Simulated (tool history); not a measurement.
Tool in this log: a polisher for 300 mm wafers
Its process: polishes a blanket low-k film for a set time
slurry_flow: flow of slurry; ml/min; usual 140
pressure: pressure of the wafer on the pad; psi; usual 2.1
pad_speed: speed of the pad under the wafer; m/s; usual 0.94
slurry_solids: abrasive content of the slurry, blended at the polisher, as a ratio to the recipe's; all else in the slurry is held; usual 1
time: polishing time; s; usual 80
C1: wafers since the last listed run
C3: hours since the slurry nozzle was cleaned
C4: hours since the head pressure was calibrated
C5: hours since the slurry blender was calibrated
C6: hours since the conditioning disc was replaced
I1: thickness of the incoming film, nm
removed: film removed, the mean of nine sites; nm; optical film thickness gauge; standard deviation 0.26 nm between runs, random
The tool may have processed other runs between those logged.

run 1 hour=0 | slurry_flow=140 pressure=2.1 pad_speed=0.94 slurry_solids=1 time=80 | C1=0 wafers_polished_on_this_pad=315 C3=631.2 C4=1296.1 C5=28.3 C6=484.7 | I1=531.1 | removed=40.6
run 2 hour=7.8 | slurry_flow=140 pressure=2.1 pad_speed=0.94 slurry_solids=1 time=80 | C1=57 wafers_polished_on_this_pad=373 C3=639 C4=1303.9 C5=36.1 C6=492.5 | I1=530.9 | removed=40.1
run 3 hour=20.8 | slurry_flow=140 pressure=2.1 pad_speed=0.94 slurry_solids=1.2 time=80 | C1=95 wafers_polished_on_this_pad=469 C3=652 C4=1316.9 C5=49.1 C6=505.5 | I1=542.6 | removed=45.1
run 4 hour=27.5 | slurry_flow=140 pressure=2.1 pad_speed=0.94 slurry_solids=1.2 time=80 | C1=49 wafers_polished_on_this_pad=518 C3=658.7 C4=1323.6 C5=55.8 C6=512.2 | I1=548.1 | removed=45.8
run 5 hour=42.3 | slurry_flow=140 pressure=2.1 pad_speed=0.94 slurry_solids=1 time=80 | C1=109 wafers_polished_on_this_pad=627 C3=673.5 C4=1338.4 C5=70.6 C6=527 | I1=531.6 | removed=40.9
run 6 hour=67.4 | slurry_flow=140 pressure=1.6 pad_speed=1.18 slurry_solids=1.15 time=97 | C1=185 wafers_polished_on_this_pad=812 C3=698.6 C4=1363.5 C5=95.7 C6=552.1 | I1=529.2 | removed=49
-- hour=78.7 conditioning disc replaced and pad reconditioned
run 7 hour=81.1 | slurry_flow=140 pressure=1.5 pad_speed=0.68 slurry_solids=1 time=80 | C1=86 wafers_polished_on_this_pad=898 C3=712.3 C4=1377.2 C5=109.4 C6=2.4 | I1=539.9 | removed=22.6
-- hour=85.4 worn pad replaced by a new one
-- hour=88.5 slurry nozzle cleaned
run 8 hour=89.5 | slurry_flow=140 pressure=2.1 pad_speed=0.94 slurry_solids=1 time=80 | C1=25 wafers_polished_on_this_pad=22 C3=1 C4=1385.6 C5=117.8 C6=10.8 | I1=545.4 | removed=41
run 9 hour=111 | slurry_flow=160 pressure=2.1 pad_speed=0.94 slurry_solids=0.9 time=57 | C1=158 wafers_polished_on_this_pad=181 C3=22.5 C4=1407.1 C5=139.3 C6=32.3 | I1=538.2 | removed=27.4
run 10 hour=127.7 | slurry_flow=140 pressure=1.5 pad_speed=0.64 slurry_solids=1 time=80 | C1=123 wafers_polished_on_this_pad=304 C3=39.2 C4=1423.8 C5=156 C6=49 | I1=535 | removed=21.7
run 11 hour=135.4 | slurry_flow=140 pressure=2.1 pad_speed=0.94 slurry_solids=1 time=80 | C1=56 wafers_polished_on_this_pad=360 C3=46.9 C4=1431.5 C5=163.7 C6=56.7 | I1=538.4 | removed=41.1
run 12 hour=153.2 | slurry_flow=140 pressure=2.1 pad_speed=0.94 slurry_solids=1 time=80 | C1=131 wafers_polished_on_this_pad=492 C3=64.7 C4=1449.3 C5=181.5 C6=74.5 | I1=540.4 | removed=41.1
run 13 hour=166.5 | slurry_flow=140 pressure=2.4 pad_speed=0.94 slurry_solids=0.85 time=93 | C1=98 wafers_polished_on_this_pad=590 C3=78 C4=1462.6 C5=194.8 C6=87.8 | I1=537.7 | removed=48
run 14 hour=176.9 | slurry_flow=140 pressure=2.1 pad_speed=0.94 slurry_solids=1 time=80 | C1=76 wafers_polished_on_this_pad=666 C3=88.4 C4=1473 C5=205.2 C6=98.2 | I1=549.7 | removed=41.1
-- hour=181.3 head pressure recalibrated
run 15 hour=188.2 | slurry_flow=140 pressure=2.1 pad_speed=1.12 slurry_solids=1 time=80 | C1=68 wafers_polished_on_this_pad=735 C3=99.7 C4=6.9 C5=216.5 C6=109.5 | I1=540.2 | removed=43
-- hour=192.7 worn pad replaced by a new one
run 16 hour=202.7 | slurry_flow=140 pressure=2.1 pad_speed=0.94 slurry_solids=1 time=80 | C1=77 wafers_polished_on_this_pad=73 C3=114.2 C4=21.4 C5=231 C6=124 | I1=535 | removed=37.7
run 17 hour=211.3 | slurry_flow=110 pressure=1.5 pad_speed=0.94 slurry_solids=0.9 time=61 | C1=63 wafers_polished_on_this_pad=137 C3=122.8 C4=30 C5=239.6 C6=132.6 | I1=541 | removed=17.7
run 18 hour=224.6 | slurry_flow=110 pressure=2.6 pad_speed=0.94 slurry_solids=1 time=80 | C1=98 wafers_polished_on_this_pad=235 C3=136.1 C4=43.3 C5=252.9 C6=145.9 | I1=543.9 | removed=43.6
run 19 hour=237.7 | slurry_flow=100 pressure=2.1 pad_speed=1.24 slurry_solids=0.85 time=101 | C1=96 wafers_polished_on_this_pad=331 C3=149.2 C4=56.4 C5=266 C6=159 | I1=535 | removed=47.2
run 20 hour=252.8 | slurry_flow=140 pressure=2.1 pad_speed=0.94 slurry_solids=1 time=80 | C1=111 wafers_polished_on_this_pad=443 C3=164.3 C4=71.5 C5=281.1 C6=174.1 | I1=537.4 | removed=37.5
run 21 hour=260.1 | slurry_flow=140 pressure=2.1 pad_speed=0.94 slurry_solids=1 time=80 | C1=53 wafers_polished_on_this_pad=496 C3=171.6 C4=78.8 C5=288.4 C6=181.4 | I1=542.7 | removed=37.9
run 22 hour=266.7 | slurry_flow=140 pressure=2.7 pad_speed=0.86 slurry_solids=0.85 time=80 | C1=48 wafers_polished_on_this_pad=545 C3=178.2 C4=85.4 C5=295 C6=188 | I1=538 | removed=39.6
run 23 hour=275 | slurry_flow=140 pressure=2.4 pad_speed=0.94 slurry_solids=1 time=53 | C1=61 wafers_polished_on_this_pad=606 C3=186.5 C4=93.7 C5=303.3 C6=196.3 | I1=529.7 | removed=28.3
run 24 hour=289 | slurry_flow=140 pressure=1.4 pad_speed=0.94 slurry_solids=1 time=62 | C1=103 wafers_polished_on_this_pad=709 C3=200.5 C4=107.7 C5=317.3 C6=210.3 | I1=535 | removed=19.5
-- hour=300.7 worn pad replaced by a new one
run 25 hour=302.8 | slurry_flow=100 pressure=1.5 pad_speed=0.74 slurry_solids=1.3 time=80 | C1=72 wafers_polished_on_this_pad=15 C3=214.3 C4=121.5 C5=331.1 C6=224.1 | I1=539.8 | removed=24
run 26 hour=310.2 | slurry_flow=140 pressure=2.6 pad_speed=0.94 slurry_solids=1 time=80 | C1=54 wafers_polished_on_this_pad=70 C3=221.7 C4=128.9 C5=338.5 C6=231.5 | I1=536 | removed=46
-- hour=326.5 slurry blender recalibrated
run 27 hour=345.2 | slurry_flow=140 pressure=2.1 pad_speed=0.94 slurry_solids=1 time=80 | C1=243 wafers_polished_on_this_pad=313 C3=256.7 C4=163.9 C5=18.7 C6=266.5 | I1=532.8 | removed=37.1

Below, some changes in removed between adjacent runs. For each, the amount present without the hidden state too (settings, incoming material, random variation) and the amount remaining for the hidden state with gauge scatter not shared by both compared results:
The hidden state here: removal rate lost through wear of the pad, %; slurry flow missing at the pad, %; deviation of the head's pressure from its setpoint, %; abrasive missing from the slurry, %; time polished since the conditioner stopped cutting, s.
Run 6 -> 7: pressure 1.6 -> 1.5, pad_speed 1.18 -> 0.68, slurry_solids 1.15 -> 1, time 97 -> 80, conditioning disc replaced and pad reconditioned. removed -26.4 nm: hidden state -1.7, all else -24.7.
Run 14 -> 15: pad_speed 0.94 -> 1.12, head pressure recalibrated. removed +1.9 nm: hidden state -3.6, all else +5.5.
Run 17 -> 18: pressure 1.5 -> 2.6, slurry_solids 0.9 -> 1, time 61 -> 80. removed +25.9 nm: hidden state -0.2, all else +26.1.

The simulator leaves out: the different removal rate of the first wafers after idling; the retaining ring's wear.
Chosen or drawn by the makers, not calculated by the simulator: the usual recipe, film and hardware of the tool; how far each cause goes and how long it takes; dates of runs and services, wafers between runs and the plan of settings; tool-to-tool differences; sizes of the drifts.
